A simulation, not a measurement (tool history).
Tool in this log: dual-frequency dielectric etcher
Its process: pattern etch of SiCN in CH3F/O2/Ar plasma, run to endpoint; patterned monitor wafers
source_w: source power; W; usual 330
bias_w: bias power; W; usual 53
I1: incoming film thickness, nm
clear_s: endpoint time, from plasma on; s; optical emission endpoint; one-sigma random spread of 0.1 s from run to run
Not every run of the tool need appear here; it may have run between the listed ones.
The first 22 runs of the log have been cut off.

-- hour=1263.4 wet clean of the chamber
run 23 hour=1263.9 | source_w=290 bias_w=53 | I1=10.16 | clear_s=35.3
run 24 hour=1319.3 | source_w=390 bias_w=46 | I1=10.36 | clear_s=32.5
run 25 hour=1375.5 | source_w=380 bias_w=57 | I1=10.11 | clear_s=29.2
-- hour=1395.7 source power generator calibrated
run 26 hour=1420.6 | source_w=390 bias_w=46 | I1=10.22 | clear_s=32.0
run 27 hour=1451.9 | source_w=380 bias_w=50 | I1=10.20 | clear_s=31.0
run 28 hour=1514.5 | source_w=330 bias_w=60 | I1=10.21 | clear_s=30.8
run 29 hour=1568.6 | source_w=400 bias_w=44 | I1=10.24 | clear_s=32.0
run 30 hour=1624.5 | source_w=300 bias_w=60 | I1=10.25 | clear_s=32.4
run 31 hour=1669.8 | source_w=330 bias_w=53 | I1=10.20 | clear_s=32.4
run 32 hour=1710.0 | source_w=360 bias_w=57 | I1=10.17 | clear_s=29.7
run 33 hour=1760.7 | source_w=280 bias_w=58 | I1=10.19 | clear_s=33.8
-- hour=1856.3 wet clean of the chamber
run 34 hour=1931.8 | source_w=330 bias_w=53 | I1=10.19 | clear_s=32.5

Alternative continuations, all from the tool just after run 34; predict every row:
run A hour=1932.2 | source_w=330 bias_w=53 | I1=10.16 | clear_s=?
run B hour=1932.2 | source_w=410 bias_w=46 | I1=10.16 | clear_s=?
run C hour=1932.2 | source_w=380 bias_w=48 | I1=10.16 | clear_s=?
run D hour=1932.2 | source_w=310 bias_w=61 | I1=10.16 | clear_s=?
run E hour=1932.2 | source_w=330 bias_w=44 | I1=10.16 | clear_s=?

run=A clear_s=32.6
run=B clear_s=30.9
run=C clear_s=31.6
run=D clear_s=31.6
run=E clear_s=35.6
Without the tool's unlogged condition, the same runs would have read:
run=A clear_s=32.3
run=B clear_s=30.7
run=C clear_s=31.3
run=D clear_s=31.3
run=E clear_s=35.3

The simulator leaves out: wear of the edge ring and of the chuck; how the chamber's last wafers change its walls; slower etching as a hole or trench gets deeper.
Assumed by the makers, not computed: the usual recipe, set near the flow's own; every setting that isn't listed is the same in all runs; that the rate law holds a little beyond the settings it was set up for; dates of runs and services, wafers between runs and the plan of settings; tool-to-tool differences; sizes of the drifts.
